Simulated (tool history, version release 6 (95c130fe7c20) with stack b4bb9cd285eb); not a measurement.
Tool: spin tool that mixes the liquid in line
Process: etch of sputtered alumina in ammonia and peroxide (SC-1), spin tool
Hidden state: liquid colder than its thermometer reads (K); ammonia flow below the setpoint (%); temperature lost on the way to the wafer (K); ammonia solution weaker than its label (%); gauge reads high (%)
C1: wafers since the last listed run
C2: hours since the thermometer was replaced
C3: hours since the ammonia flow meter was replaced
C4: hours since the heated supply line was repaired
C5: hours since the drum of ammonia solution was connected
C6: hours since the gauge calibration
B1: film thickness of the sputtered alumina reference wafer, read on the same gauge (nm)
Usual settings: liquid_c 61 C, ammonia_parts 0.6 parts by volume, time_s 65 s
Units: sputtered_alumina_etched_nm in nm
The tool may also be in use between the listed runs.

Run 1, day 0: usual settings but liquid_c 57.5 C; C1 0; C2 407.1; C3 2099.8; C4 909.9; C5 136.9; C6 258; B1 130.02. Result: sputtered_alumina_etched_nm 3.82 nm.
Run 2, day 1.367: usual settings; C1 585; C2 439.9; C3 2132.6; C4 942.7; C5 169.7; C6 290.8; B1 130. Result: sputtered_alumina_etched_nm 4.58 nm.
Run 3, day 2.821: usual settings; C1 623; C2 474.8; C3 2167.5; C4 977.6; C5 204.6; C6 325.7; B1 129.97. Result: sputtered_alumina_etched_nm 4.56 nm.
Run 4, day 3.4: usual settings but ammonia_parts 0.8 parts by volume; C1 248; C2 488.7; C3 2181.4; C4 991.5; C5 218.5; C6 339.6; B1 129.96. Result: sputtered_alumina_etched_nm 4.65 nm.
Run 5, day 4.492: usual settings but ammonia_parts 0.8 parts by volume; C1 467; C2 514.9; C3 2207.6; C4 1017.7; C5 244.7; C6 365.8; B1 130.01. Result: sputtered_alumina_etched_nm 4.69 nm.
At day 4.788: ammonia flow meter replaced.
Run 6, day 5.204: usual settings but ammonia_parts 0.8 parts by volume; C1 287; C2 532; C3 10; C4 1034.8; C5 261.8; C6 382.9; B1 130.02. Result: sputtered_alumina_etched_nm 4.65 nm.
Run 7, day 6.212: usual settings but liquid_c 56.5 C; C1 432; C2 556.2; C3 34.2; C4 1059; C5 286; C6 407.1; B1 130. Result: sputtered_alumina_etched_nm 3.58 nm.
Run 8, day 6.821: usual settings but liquid_c 56.5 C; C1 260; C2 570.8; C3 48.8; C4 1073.6; C5 300.6; C6 421.7; B1 130.01. Result: sputtered_alumina_etched_nm 3.56 nm.
At day 7.738: new drum of ammonia solution connected.
Run 9, day 8.15: usual settings but liquid_c 56.5 C; C1 551; C2 602.7; C3 80.7; C4 1105.5; C5 9.9; C6 453.6; B1 129.99. Result: sputtered_alumina_etched_nm 3.56 nm.
At day 8.85: thermometer replaced.
Run 10, day 8.917: usual settings but liquid_c 67 C; C1 310; C2 1.6; C3 99.1; C4 1123.9; C5 28.3; C6 472; B1 129.98. Result: sputtered_alumina_etched_nm 6.33 nm.
Run 11, day 10.162: usual settings but liquid_c 65.5 C, time_s 90 s; C1 533; C2 31.5; C3 129; C4 1153.8; C5 58.2; C6 501.9; B1 130.01. Result: sputtered_alumina_etched_nm 8.06 nm.
Run 12, day 11.35: usual settings but liquid_c 69.5 C, ammonia_parts 0.75 parts by volume; C1 508; C2 60; C3 157.5; C4 1182.3; C5 86.7; C6 530.4; B1 129.97. Result: sputtered_alumina_etched_nm 7.23 nm.
Run 13, day 12.062: usual settings but liquid_c 57.5 C, time_s 95 s; C1 305; C2 77.1; C3 174.6; C4 1199.4; C5 103.8; C6 547.5; B1 130.01. Result: sputtered_alumina_etched_nm 5.63 nm.
Run 14, day 13.054: usual settings; C1 424; C2 100.9; C3 198.4; C4 1223.2; C5 127.6; C6 571.3; B1 129.98. Result: sputtered_alumina_etched_nm 4.63 nm.
Run 15, day 13.942: usual settings but liquid_c 69 C, ammonia_parts 0.9 parts by volume; C1 380; C2 122.2; C3 219.7; C4 1244.5; C5 148.9; C6 592.6; B1 129.99. Result: sputtered_alumina_etched_nm 7.13 nm.
Run 16, day 14.5: usual settings; C1 239; C2 135.6; C3 233.1; C4 1257.9; C5 162.3; C6 606; B1 130.03. Result: sputtered_alumina_etched_nm 4.61 nm.
At day 16.646: heated supply line repaired.
Run 17, day 17.421: usual settings but liquid_c 63.5 C, time_s 80 s; C1 1233; C2 205.7; C3 303.2; C4 18.6; C5 232.4; C6 676.1; B1 129.99. Result: sputtered_alumina_etched_nm 6.79 nm.
At day 17.825: gauge calibrated.
Run 18, day 18.529: usual settings; C1 474; C2 232.3; C3 329.8; C4 45.2; C5 259; C6 16.9; B1 130.01. Result: sputtered_alumina_etched_nm 4.88 nm.
Run 19, day 19.65: usual settings but ammonia_parts 0.8 parts by volume, time_s 85 s; C1 480; C2 259.2; C3 356.7; C4 72.1; C5 285.9; C6 43.8; B1 130.01. Result: sputtered_alumina_etched_nm 6.48 nm.
At day 20.188: new drum of ammonia solution connected.
Run 20, day 20.542: usual settings but liquid_c 65.5 C; C1 364; C2 280.6; C3 378.1; C4 93.5; C5 8.5; C6 65.2; B1 130.01. Result: sputtered_alumina_etched_nm 6.02 nm.
Run 21, day 21.25: usual settings but liquid_c 57 C, ammonia_parts 0.4 parts by volume, time_s 40 s; C1 303; C2 297.6; C3 395.1; C4 110.5; C5 25.5; C6 82.2; B1 130. Result: sputtered_alumina_etched_nm 2.32 nm.
Run 22, day 22.371: usual settings; C1 480; C2 324.5; C3 422; C4 137.4; C5 52.4; C6 109.1; B1 130. Result: sputtered_alumina_etched_nm 4.81 nm.
Run 23, day 23.746: usual settings but ammonia_parts 0.85 parts by volume; C1 589; C2 357.5; C3 455; C4 170.4; C5 85.4; C6 142.1; B1 130.01. Result: sputtered_alumina_etched_nm 4.94 nm.
Run 24, day 24.3: usual settings but time_s 30 s; C1 237; C2 370.8; C3 468.3; C4 183.7; C5 98.7; C6 155.4; B1 129.98. Result: sputtered_alumina_etched_nm 2.2 nm.
Run 25, day 24.929: usual settings; C1 269; C2 385.9; C3 483.4; C4 198.8; C5 113.8; C6 170.5; B1 129.99. Result: sputtered_alumina_etched_nm 4.75 nm.
Run 26, day 26.021: usual settings but liquid_c 57.5 C; C1 467; C2 412.1; C3 509.6; C4 225; C5 140; C6 196.7; B1 129.98. Result: sputtered_alumina_etched_nm 3.99 nm.

3 ways to go on from here, each from the tool as it stands after run 26. What would each give?
Run A, day 26.038: usual settings; C1 7; C2 412.5; C3 510; C4 225.4; C5 140.4; C6 197.1; B1 ?. Result: sputtered_alumina_etched_nm ?.
Run B, day 26.038: usual settings but liquid_c 64 C, ammonia_parts 0.35 parts by volume, time_s 50 s; C1 7; C2 412.5; C3 510; C4 225.4; C5 140.4; C6 197.1; B1 ?. Result: sputtered_alumina_etched_nm ?.
Run C, day 26.038: usual settings but liquid_c 58.5 C, ammonia_parts 0.75 parts by volume, time_s 80 s; C1 7; C2 412.5; C3 510; C4 225.4; C5 140.4; C6 197.1; B1 ?. Result: sputtered_alumina_etched_nm ?.

run      B1  sputtered_alumina_etched_nm
  A  129.97                         4.74
  B  129.97                         4.04
  C  129.97                         5.24
Without the tool's hidden state the same runs would have given:
run  sputtered_alumina_etched_nm
  A                         4.96
  B                         4.22
  C                         5.48
